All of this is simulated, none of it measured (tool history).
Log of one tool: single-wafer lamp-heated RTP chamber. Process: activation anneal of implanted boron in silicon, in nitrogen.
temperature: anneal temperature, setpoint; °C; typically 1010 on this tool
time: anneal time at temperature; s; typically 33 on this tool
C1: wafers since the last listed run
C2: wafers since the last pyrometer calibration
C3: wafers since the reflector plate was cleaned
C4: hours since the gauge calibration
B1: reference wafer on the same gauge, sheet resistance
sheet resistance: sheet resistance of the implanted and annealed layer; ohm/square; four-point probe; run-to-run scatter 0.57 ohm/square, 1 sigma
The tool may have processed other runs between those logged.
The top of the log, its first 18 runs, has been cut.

Run 19, day 24.158: usual settings but temperature 1038 °C, time 19 s; C1 320; C2 1367; C3 3068; C4 1396; B1 402.91. Result: sheet resistance 380.93 ohm/square.
Run 20, day 24.667: usual settings but temperature 998 °C, time 42 s; C1 168; C2 1536; C3 3236; C4 1408.2; B1 402.96. Result: sheet resistance 382.89 ohm/square.
Run 21, day 25.458: usual settings but temperature 1038 °C, time 48 s; C1 262; C2 1798; C3 3499; C4 1427.2; B1 403.04. Result: sheet resistance 379.12 ohm/square.
Run 22, day 26.117: usual settings but temperature 1027 °C; C1 218; C2 2017; C3 3717; C4 1443; B1 402.95. Result: sheet resistance 380.36 ohm/square.
Run 23, day 27.533: usual settings but temperature 1031 °C, time 21 s; C1 469; C2 2486; C3 4187; C4 1477; B1 402.93. Result: sheet resistance 381.08 ohm/square.
At day 28.108: gauge calibrated.
Run 24, day 28.658: usual settings; C1 372; C2 2859; C3 4559; C4 13.2; B1 403.15. Result: sheet resistance 381.71 ohm/square.
At day 29.833: pyrometer window cleaned and pyrometer calibrated.
Run 25, day 29.854: usual settings but temperature 1023 °C, time 17 s; C1 285; C2 6; C3 4845; C4 41.9; B1 402.87. Result: sheet resistance 382.19 ohm/square.
Run 26, day 31.212: usual settings but temperature 1035 °C, time 42 s; C1 450; C2 456; C3 5295; C4 74.5; B1 402.97. Result: sheet resistance 380.37 ohm/square.
Run 27, day 31.742: usual settings but temperature 1040 °C, time 25 s; C1 175; C2 632; C3 5471; C4 87.2; B1 403.1. Result: sheet resistance 381.01 ohm/square.
Run 28, day 32.804: usual settings but temperature 984 °C, time 42 s; C1 352; C2 984; C3 5823; C4 112.7; B1 402.94. Result: sheet resistance 388.69 ohm/square.
At day 34.896: reflector plate cleaned.
Run 29, day 36.433: usual settings; C1 1092; C2 2076; C3 509; C4 199.8; B1 403.1. Result: sheet resistance 380.83 ohm/square.
Run 30, day 37.592: usual settings but temperature 985 °C, time 26 s; C1 383; C2 2460; C3 893; C4 227.6; B1 403.08. Result: sheet resistance 389.95 ohm/square.
Run 31, day 39.088: usual settings but temperature 1033 °C, time 52 s; C1 495; C2 2956; C3 1389; C4 263.5; B1 403.03. Result: sheet resistance 380.2 ohm/square.
At day 39.929: pyrometer window cleaned and pyrometer calibrated.
Run 32, day 39.95: usual settings but temperature 1022 °C; C1 175; C2 6; C3 1564; C4 284.2; B1 402.95. Result: sheet resistance 379.8 ohm/square.
Run 33, day 41.133: usual settings but temperature 988 °C, time 41 s; C1 392; C2 398; C3 1956; C4 312.6; B1 402.97. Result: sheet resistance 385.51 ohm/square.
Run 34, day 42.483: usual settings but temperature 987 °C, time 47 s; C1 447; C2 846; C3 2404; C4 345; B1 403.05. Result: sheet resistance 385.55 ohm/square.
Run 35, day 43.496: usual settings but temperature 1038 °C, time 52 s; C1 335; C2 1181; C3 2739; C4 369.3; B1 402.85. Result: sheet resistance 379.94 ohm/square.
Run 36, day 44.758: usual settings but temperature 1001 °C; C1 418; C2 1600; C3 3158; C4 399.6; B1 403.06. Result: sheet resistance 383.56 ohm/square.

Forecast each of these 5 alternatives for the next run:
Run A, day 44.775: usual settings; C1 5; C2 1605; C3 3163; C4 400; B1 ?. Result: sheet resistance ?.
Run B, day 44.775: usual settings but temperature 996 °C, time 23 s; C1 5; C2 1605; C3 3163; C4 400; B1 ?. Result: sheet resistance ?.
Run C, day 44.775: usual settings but temperature 985 °C, time 50 s; C1 5; C2 1605; C3 3163; C4 400; B1 ?. Result: sheet resistance ?.
Run D, day 44.775: usual settings but temperature 1020 °C; C1 5; C2 1605; C3 3163; C4 400; B1 ?. Result: sheet resistance ?.
Run E, day 44.775: usual settings but temperature 1025 °C, time 52 s; C1 5; C2 1605; C3 3163; C4 400; B1 ?. Result: sheet resistance ?.

run      B1  sheet resistance
  A  402.95            381.23
  B  402.95            385.16
  C  402.95            386.12
  D  402.95            380.41
  E  402.95            379.19
Without the tool's unlogged condition, the same runs would have read:
run  sheet resistance
  A            381.23
  B            385.16
  C            386.12
  D            380.41
  E            379.19
